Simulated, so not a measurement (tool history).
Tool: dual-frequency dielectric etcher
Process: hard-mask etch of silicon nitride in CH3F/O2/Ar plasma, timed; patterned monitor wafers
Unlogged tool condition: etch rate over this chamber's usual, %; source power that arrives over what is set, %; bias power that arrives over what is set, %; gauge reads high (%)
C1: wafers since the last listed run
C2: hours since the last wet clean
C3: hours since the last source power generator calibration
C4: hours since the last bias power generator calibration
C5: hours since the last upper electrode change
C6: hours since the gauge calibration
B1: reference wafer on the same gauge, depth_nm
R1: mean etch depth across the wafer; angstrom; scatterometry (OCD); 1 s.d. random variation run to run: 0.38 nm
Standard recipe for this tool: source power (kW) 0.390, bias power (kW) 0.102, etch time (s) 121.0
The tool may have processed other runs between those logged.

run 1 hour=0.0 | source_power_(kW)=0.420 bias_power_(kW)=0.085 etch_time_(s)=121.0 | C1=0 C2=78.2 C3=1488.8 C4=695.3 C5=4914.5 C6=599.2 | B1=77.8 | R1=866
run 2 hour=44.8 | source_power_(kW)=0.420 bias_power_(kW)=0.085 etch_time_(s)=121.0 | C1=297 C2=123.0 C3=1533.6 C4=740.1 C5=4959.3 C6=644.0 | B1=77.8 | R1=861
run 3 hour=109.3 | source_power_(kW)=0.390 bias_power_(kW)=0.102 etch_time_(s)=106.5 | C1=428 C2=187.5 C3=1598.1 C4=804.6 C5=5023.8 C6=708.5 | B1=77.7 | R1=814
run 4 hour=160.1 | source_power_(kW)=0.390 bias_power_(kW)=0.102 etch_time_(s)=106.5 | C1=337 C2=238.3 C3=1648.9 C4=855.4 C5=5074.6 C6=759.3 | B1=77.8 | R1=821
run 5 hour=199.9 | source_power_(kW)=0.390 bias_power_(kW)=0.102 etch_time_(s)=121.0 | C1=264 C2=278.1 C3=1688.7 C4=895.2 C5=5114.4 C6=799.1 | B1=77.7 | R1=937
run 6 hour=284.2 | source_power_(kW)=0.390 bias_power_(kW)=0.114 etch_time_(s)=121.0 | C1=560 C2=362.4 C3=1773.0 C4=979.5 C5=5198.7 C6=883.4 | B1=77.7 | R1=1013
-- hour=328.1 wet clean of the chamber
run 7 hour=348.7 | source_power_(kW)=0.390 bias_power_(kW)=0.114 etch_time_(s)=121.0 | C1=269 C2=20.6 C3=1837.5 C4=1044.0 C5=5263.2 C6=947.9 | B1=77.7 | R1=971
run 8 hour=516.1 | source_power_(kW)=0.310 bias_power_(kW)=0.102 etch_time_(s)=121.0 | C1=1112 C2=188.0 C3=2004.9 C4=1211.4 C5=5430.6 C6=1115.3 | B1=77.6 | R1=839
run 9 hour=568.0 | source_power_(kW)=0.390 bias_power_(kW)=0.102 etch_time_(s)=121.0 | C1=345 C2=239.9 C3=2056.8 C4=1263.3 C5=5482.5 C6=1167.2 | B1=77.6 | R1=948
-- hour=646.2 wet clean of the chamber
run 10 hour=687.3 | source_power_(kW)=0.390 bias_power_(kW)=0.102 etch_time_(s)=121.0 | C1=633 C2=41.1 C3=2176.1 C4=1382.6 C5=5601.8 C6=1286.5 | B1=77.7 | R1=928
run 11 hour=737.6 | source_power_(kW)=0.390 bias_power_(kW)=0.116 etch_time_(s)=99.0 | C1=334 C2=91.4 C3=2226.4 C4=1432.9 C5=5652.1 C6=1336.8 | B1=77.7 | R1=811
run 12 hour=765.4 | source_power_(kW)=0.390 bias_power_(kW)=0.102 etch_time_(s)=121.0 | C1=184 C2=119.2 C3=2254.2 C4=1460.7 C5=5679.9 C6=1364.6 | B1=77.6 | R1=937
-- hour=833.2 upper electrode replaced
run 13 hour=833.7 | source_power_(kW)=0.390 bias_power_(kW)=0.102 etch_time_(s)=121.0 | C1=294 C2=187.5 C3=2322.5 C4=1529.0 C5=0.5 C6=1432.9 | B1=77.7 | R1=938
-- hour=882.6 gauge calibrated
-- hour=1004.4 bias power generator calibrated
-- hour=1027.6 wet clean of the chamber
run 14 hour=1028.1 | source_power_(kW)=0.390 bias_power_(kW)=0.102 etch_time_(s)=113.0 | C1=1111 C2=0.5 C3=2516.9 C4=23.7 C5=194.9 C6=145.5 | B1=77.7 | R1=821
run 15 hour=1057.8 | source_power_(kW)=0.330 bias_power_(kW)=0.110 etch_time_(s)=154.5 | C1=197 C2=30.2 C3=2546.6 C4=53.4 C5=224.6 C6=175.2 | B1=77.8 | R1=1091
run 16 hour=1096.6 | source_power_(kW)=0.390 bias_power_(kW)=0.116 etch_time_(s)=121.0 | C1=257 C2=69.0 C3=2585.4 C4=92.2 C5=263.4 C6=214.0 | B1=77.6 | R1=961
run 17 hour=1128.0 | source_power_(kW)=0.330 bias_power_(kW)=0.110 etch_time_(s)=154.5 | C1=208 C2=100.4 C3=2616.8 C4=123.6 C5=294.8 C6=245.4 | B1=77.7 | R1=1111
run 18 hour=1159.4 | source_power_(kW)=0.390 bias_power_(kW)=0.102 etch_time_(s)=121.0 | C1=208 C2=131.8 C3=2648.2 C4=155.0 C5=326.2 C6=276.8 | B1=77.7 | R1=908
run 19 hour=1194.3 | source_power_(kW)=0.470 bias_power_(kW)=0.102 etch_time_(s)=147.5 | C1=231 C2=166.7 C3=2683.1 C4=189.9 C5=361.1 C6=311.7 | B1=77.7 | R1=1208
run 20 hour=1264.5 | source_power_(kW)=0.420 bias_power_(kW)=0.125 etch_time_(s)=89.5 | C1=466 C2=236.9 C3=2753.3 C4=260.1 C5=431.3 C6=381.9 | B1=77.7 | R1=779
-- hour=1361.4 wet clean of the chamber
run 21 hour=1373.3 | source_power_(kW)=0.390 bias_power_(kW)=0.102 etch_time_(s)=121.0 | C1=563 C2=11.9 C3=2862.1 C4=368.9 C5=540.1 C6=490.7 | B1=77.8 | R1=892
-- hour=1379.8 source power generator calibrated
run 22 hour=1442.9 | source_power_(kW)=0.390 bias_power_(kW)=0.078 etch_time_(s)=157.0 | C1=436 C2=81.5 C3=63.1 C4=438.5 C5=609.7 C6=560.3 | B1=77.8 | R1=1018
run 23 hour=1476.3 | source_power_(kW)=0.430 bias_power_(kW)=0.102 etch_time_(s)=121.0 | C1=222 C2=114.9 C3=96.5 C4=471.9 C5=643.1 C6=593.7 | B1=77.7 | R1=952
run 24 hour=1545.8 | source_power_(kW)=0.390 bias_power_(kW)=0.102 etch_time_(s)=151.5 | C1=462 C2=184.4 C3=166.0 C4=541.4 C5=712.6 C6=663.2 | B1=77.7 | R1=1151
run 25 hour=1578.0 | source_power_(kW)=0.390 bias_power_(kW)=0.102 etch_time_(s)=121.0 | C1=214 C2=216.6 C3=198.2 C4=573.6 C5=744.8 C6=695.4 | B1=77.8 | R1=921
run 26 hour=1636.3 | source_power_(kW)=0.300 bias_power_(kW)=0.079 etch_time_(s)=150.5 | C1=387 C2=274.9 C3=256.5 C4=631.9 C5=803.1 C6=753.7 | B1=77.7 | R1=881
run 27 hour=1722.2 | source_power_(kW)=0.390 bias_power_(kW)=0.078 etch_time_(s)=132.0 | C1=571 C2=360.8 C3=342.4 C4=717.8 C5=889.0 C6=839.6 | B1=77.8 | R1=888
-- hour=1773.6 wet clean of the chamber
run 28 hour=1776.7 | source_power_(kW)=0.390 bias_power_(kW)=0.102 etch_time_(s)=121.0 | C1=202 C2=3.1 C3=396.9 C4=772.3 C5=943.5 C6=894.1 | B1=77.8 | R1=906

Alternative continuations, all from the tool just after run 28; predict every row:
run A hour=1777.2 | source_power_(kW)=0.390 bias_power_(kW)=0.094 etch_time_(s)=121.0 | C1=3 C2=3.6 C3=397.4 C4=772.8 C5=944.0 C6=894.6 | B1=? | R1=?
run B hour=1777.2 | source_power_(kW)=0.390 bias_power_(kW)=0.094 etch_time_(s)=98.0 | C1=3 C2=3.6 C3=397.4 C4=772.8 C5=944.0 C6=894.6 | B1=? | R1=?
run C hour=1777.2 | source_power_(kW)=0.390 bias_power_(kW)=0.102 etch_time_(s)=89.5 | C1=3 C2=3.6 C3=397.4 C4=772.8 C5=944.0 C6=894.6 | B1=? | R1=?
run D hour=1777.2 | source_power_(kW)=0.360 bias_power_(kW)=0.094 etch_time_(s)=154.5 | C1=3 C2=3.6 C3=397.4 C4=772.8 C5=944.0 C6=894.6 | B1=? | R1=?
run E hour=1777.2 | source_power_(kW)=0.450 bias_power_(kW)=0.087 etch_time_(s)=146.5 | C1=3 C2=3.6 C3=397.4 C4=772.8 C5=944.0 C6=894.6 | B1=? | R1=?

run=A B1=77.7 R1=863
run=B B1=77.7 R1=699
run=C B1=77.7 R1=667
run=D B1=77.7 R1=1062
run=E B1=77.7 R1=1071
Take away the tool's hidden state, keep each run's random variation, and the runs would have read:
run=A R1=851
run=B R1=689
run=C R1=657
run=D R1=1046
run=E R1=1056
